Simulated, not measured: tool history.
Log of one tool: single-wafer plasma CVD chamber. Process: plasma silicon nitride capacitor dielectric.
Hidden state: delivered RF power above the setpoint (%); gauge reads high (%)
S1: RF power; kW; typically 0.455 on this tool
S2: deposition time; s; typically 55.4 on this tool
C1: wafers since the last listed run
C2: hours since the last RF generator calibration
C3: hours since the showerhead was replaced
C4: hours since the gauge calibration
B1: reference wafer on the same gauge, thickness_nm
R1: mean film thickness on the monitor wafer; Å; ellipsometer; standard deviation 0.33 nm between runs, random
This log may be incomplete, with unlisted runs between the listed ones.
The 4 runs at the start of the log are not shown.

run,hour,S1,S2,C1,C2,C3,C4,B1,R1
5,272.6,0.455,55.4,671,965.7,5321.9,889.3,72.239,801.46
6,553.8,0.41,55.4,3508,1246.9,5603.1,1170.5,72.26,774.37
7,634.3,0.455,55.4,1004,1327.4,5683.6,1251,72.355,799.04
8,709.8,0.455,55.4,942,1402.9,5759.1,1326.5,72.295,798.94
9,795.1,0.455,55.4,1064,1488.2,5844.4,1411.8,72.25,798.7
10,857.9,0.455,55.4,783,1551,5907.2,1474.6,72.304,797.99
11,939.3,0.455,55.4,1015,1632.4,5988.6,1556,72.235,799.51
12,1018.6,0.455,62.6,989,1711.7,6067.9,1635.3,72.335,905.96
# hour 1107.7: RF generator calibrated
13,1119.2,0.455,62.6,1155,11.5,6168.5,1735.9,72.347,901.67
14,1194.2,0.455,55.4,935,86.5,6243.5,1810.9,72.31,807.14
15,1298.7,0.455,55.4,1303,191,6348,1915.4,72.34,795.55
16,1393.4,0.455,55.4,1181,285.7,6442.7,2010.1,72.33,802.32

For run 17, what comes out?
17,1475.4,0.535,48.7,1023,367.7,6524.7,2092.1,?,?

{"run 17": {"B1": 72.222, "R1": 747.99}}
With the hidden condition absent and the run-to-run variation left alone, this run would have shown R1 747.99 Å.
